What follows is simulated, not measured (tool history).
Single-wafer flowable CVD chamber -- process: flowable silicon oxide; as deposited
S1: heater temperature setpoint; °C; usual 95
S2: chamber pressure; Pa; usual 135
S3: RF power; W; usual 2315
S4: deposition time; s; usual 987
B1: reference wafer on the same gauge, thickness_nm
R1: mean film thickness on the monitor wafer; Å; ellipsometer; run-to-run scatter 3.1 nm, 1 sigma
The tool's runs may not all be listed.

run	day	S1	S2	S3	S4	B1	R1
1	0	95	135	2315	987	807.32	9298.72
2	1.796	95	135	2680	987	806.349	9502.32
3	3.717	95	135	2315	987	805.938	9334.81
4	5.4	95	135	2315	987	805.771	9285.08
5	8.262	92	135	2315	987	804.576	10162.37
6	10.221	95	120	2315	987	805.125	8323.73
7	13.1	95	120	2315	987	803.846	8265.54
8	15.354	95	135	2315	987	803.518	9236.76
9	17.888	95	135	2660	987	802.342	9440.82
10	23.271	110	108	2465	987	800.764	4871.33
11	24.862	101	135	1885	863	800.11	6511.39
12	26.358	88	135	2315	1130	799.955	12877.82
13	27.383	91	159	2660	987	799.286	12366.83
14	30.071	95	135	2440	987	798.152	9281.98
15	31.808	95	135	2315	987	797.398	9234.15
# day 32.754: RF generator calibrated
# day 36.538: showerhead replaced
16	36.558	95	135	2315	987	795.501	9150.9
17	38.096	91	125	2085	987	795.422	9424.71
18	41.054	95	135	2315	1033	794.145	9630.06
# day 42.504: thermocouple changed; heater temperature recalibrated
19	43.096	107	159	2610	1122	794.217	8790.7
20	45.192	95	119	1855	987	793.232	7687.67
21	47.942	89	135	2315	1146	791.598	12719.43
22	50.904	95	124	2315	987	791.485	8435.25
23	53.029	95	112	2315	1100	790.401	8467.9
24	54.275	95	135	2315	987	790.53	9083.65
# day 56.329: capacitance manometer re-zeroed and calibrated
25	56.925	95	104	2315	987	789.859	7086.7
26	59.342	95	135	2315	987	788.609	9156.24
27	61.146	95	135	2315	987	787.42	9091.48
28	63.967	95	135	2315	987	786.427	9101.45
29	65.846	95	124	2315	987	786.428	8384.52

Predict each of these 3 candidate next runs independently; none follows another, all start after run 29:
A	65.875	95	135	2315	987	?	?
B	65.875	95	113	2315	987	?	?
C	65.875	95	109	2315	1052	?	?

run	B1	R1
A	786.466	9117.98
B	786.466	7711.58
C	786.466	7930.17
Take away the tool's hidden state, keep each run's random variation, and the runs would have read:
run	R1
A	9414.9
B	7962.7
C	8188.41

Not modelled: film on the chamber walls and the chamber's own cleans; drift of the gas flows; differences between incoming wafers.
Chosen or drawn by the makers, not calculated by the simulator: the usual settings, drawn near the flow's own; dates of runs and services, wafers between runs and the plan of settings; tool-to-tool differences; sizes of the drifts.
